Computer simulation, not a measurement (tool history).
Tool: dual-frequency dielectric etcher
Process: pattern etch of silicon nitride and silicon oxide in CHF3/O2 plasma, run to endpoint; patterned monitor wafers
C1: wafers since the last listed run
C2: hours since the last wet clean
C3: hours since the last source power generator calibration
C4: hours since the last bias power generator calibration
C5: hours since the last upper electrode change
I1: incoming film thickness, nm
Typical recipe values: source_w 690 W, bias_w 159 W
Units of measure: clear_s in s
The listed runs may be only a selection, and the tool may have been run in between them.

run 1 hour=0 | source_w=690 bias_w=159 | C1=0 C2=268 C3=3407.2 C4=4097 C5=1824.2 | I1=311 | clear_s=229.1
run 2 hour=83.8 | source_w=690 bias_w=159 | C1=824 C2=351.8 C3=3491 C4=4180.8 C5=1908 | I1=313.4 | clear_s=229.4
run 3 hour=170.1 | source_w=690 bias_w=159 | C1=848 C2=438.1 C3=3577.3 C4=4267.1 C5=1994.3 | I1=315.1 | clear_s=234.2
-- hour=236.9 wet clean of the chamber
run 4 hour=277.2 | source_w=590 bias_w=159 | C1=817 C2=40.3 C3=3684.4 C4=4374.2 C5=2101.4 | I1=312.8 | clear_s=234.2
run 5 hour=369.3 | source_w=690 bias_w=159 | C1=905 C2=132.4 C3=3776.5 C4=4466.3 C5=2193.5 | I1=316.4 | clear_s=231.1
run 6 hour=457.2 | source_w=690 bias_w=159 | C1=864 C2=220.3 C3=3864.4 C4=4554.2 C5=2281.4 | I1=307.7 | clear_s=225.4
run 7 hour=530.7 | source_w=690 bias_w=159 | C1=722 C2=293.8 C3=3937.9 C4=4627.7 C5=2354.9 | I1=312.4 | clear_s=227.7
run 8 hour=605.4 | source_w=690 bias_w=159 | C1=734 C2=368.5 C3=4012.6 C4=4702.4 C5=2429.6 | I1=316.1 | clear_s=231.3
-- hour=670.3 wet clean of the chamber
run 9 hour=692.2 | source_w=690 bias_w=189 | C1=617 C2=21.9 C3=4099.4 C4=4789.2 C5=2516.4 | I1=314.1 | clear_s=221.7
run 10 hour=757.5 | source_w=690 bias_w=159 | C1=642 C2=87.2 C3=4164.7 C4=4854.5 C5=2581.7 | I1=311.3 | clear_s=236.3
run 11 hour=836.5 | source_w=690 bias_w=159 | C1=776 C2=166.2 C3=4243.7 C4=4933.5 C5=2660.7 | I1=314.4 | clear_s=240.7
run 12 hour=932.9 | source_w=690 bias_w=159 | C1=948 C2=262.6 C3=4340.1 C4=5029.9 C5=2757.1 | I1=312.7 | clear_s=239.5
run 13 hour=1030.2 | source_w=690 bias_w=159 | C1=956 C2=359.9 C3=4437.4 C4=5127.2 C5=2854.4 | I1=314.6 | clear_s=241.6
-- hour=1062.3 wet clean of the chamber, repeated, since the last time left the tool worse
run 14 hour=1122.6 | source_w=690 bias_w=159 | C1=672 C2=60.3 C3=4529.8 C4=5219.6 C5=2946.8 | I1=310.3 | clear_s=222.6
run 15 hour=1329.8 | source_w=690 bias_w=159 | C1=2037 C2=267.5 C3=4737 C4=5426.8 C5=3154 | I1=315.3 | clear_s=229.5
run 16 hour=1391.1 | source_w=580 bias_w=170 | C1=602 C2=328.8 C3=4798.3 C4=5488.1 C5=3215.3 | I1=314.1 | clear_s=236.2
-- hour=1468 upper electrode replaced
-- hour=1498 bias power generator calibrated
-- hour=1513.1 wet clean of the chamber
run 17 hour=1513.6 | source_w=780 bias_w=171 | C1=781 C2=0.5 C3=4920.8 C4=15.6 C5=45.6 | I1=313.5 | clear_s=212.8
run 18 hour=1556.8 | source_w=690 bias_w=159 | C1=424 C2=43.7 C3=4964 C4=58.8 C5=88.8 | I1=315.8 | clear_s=227
run 19 hour=1644 | source_w=540 bias_w=176 | C1=857 C2=130.9 C3=5051.2 C4=146 C5=176 | I1=314.2 | clear_s=237.5
run 20 hour=1713.4 | source_w=590 bias_w=159 | C1=682 C2=200.3 C3=5120.6 C4=215.4 C5=245.4 | I1=317.6 | clear_s=240.3
run 21 hour=1874 | source_w=560 bias_w=159 | C1=1579 C2=360.9 C3=5281.2 C4=376 C5=406 | I1=311.9 | clear_s=244.2
run 22 hour=1926.5 | source_w=610 bias_w=134 | C1=516 C2=413.4 C3=5333.7 C4=428.5 C5=458.5 | I1=313.4 | clear_s=252.8
-- hour=1984 source power generator calibrated
-- hour=1985.7 wet clean of the chamber
run 23 hour=2031.3 | source_w=820 bias_w=122 | C1=975 C2=45.6 C3=47.3 C4=533.3 C5=563.3 | I1=313.5 | clear_s=234.4
run 24 hour=2074.8 | source_w=690 bias_w=159 | C1=427 C2=89.1 C3=90.8 C4=576.8 C5=606.8 | I1=312.3 | clear_s=229.1
run 25 hour=2145.8 | source_w=830 bias_w=136 | C1=698 C2=160.1 C3=161.8 C4=647.8 C5=677.8 | I1=312.6 | clear_s=227.6
run 26 hour=2185.3 | source_w=750 bias_w=173 | C1=388 C2=199.6 C3=201.3 C4=687.3 C5=717.3 | I1=313.1 | clear_s=215.7
-- hour=2451.5 wet clean of the chamber
run 27 hour=2466.8 | source_w=570 bias_w=140 | C1=2532 C2=15.3 C3=482.8 C4=968.8 C5=998.8 | I1=313.7 | clear_s=244.2
run 28 hour=2541.6 | source_w=800 bias_w=125 | C1=735 C2=90.1 C3=557.6 C4=1043.6 C5=1073.6 | I1=319.1 | clear_s=239.6

Here are 3 independent what-if runs from the current tool condition. What would each one return?
run A hour=2542.1 | source_w=690 bias_w=159 | C1=4 C2=90.6 C3=558.1 C4=1044.1 C5=1074.1 | I1=315.2 | clear_s=?
run B hour=2542.1 | source_w=690 bias_w=120 | C1=4 C2=90.6 C3=558.1 C4=1044.1 C5=1074.1 | I1=315.2 | clear_s=?
run C hour=2542.1 | source_w=690 bias_w=137 | C1=4 C2=90.6 C3=558.1 C4=1044.1 C5=1074.1 | I1=315.2 | clear_s=?

run=A clear_s=225
run=B clear_s=246.2
run=C clear_s=236.1
With no hidden state in the tool, these same runs would have given:
run=A clear_s=224.3
run=B clear_s=245.4
run=C clear_s=235.4
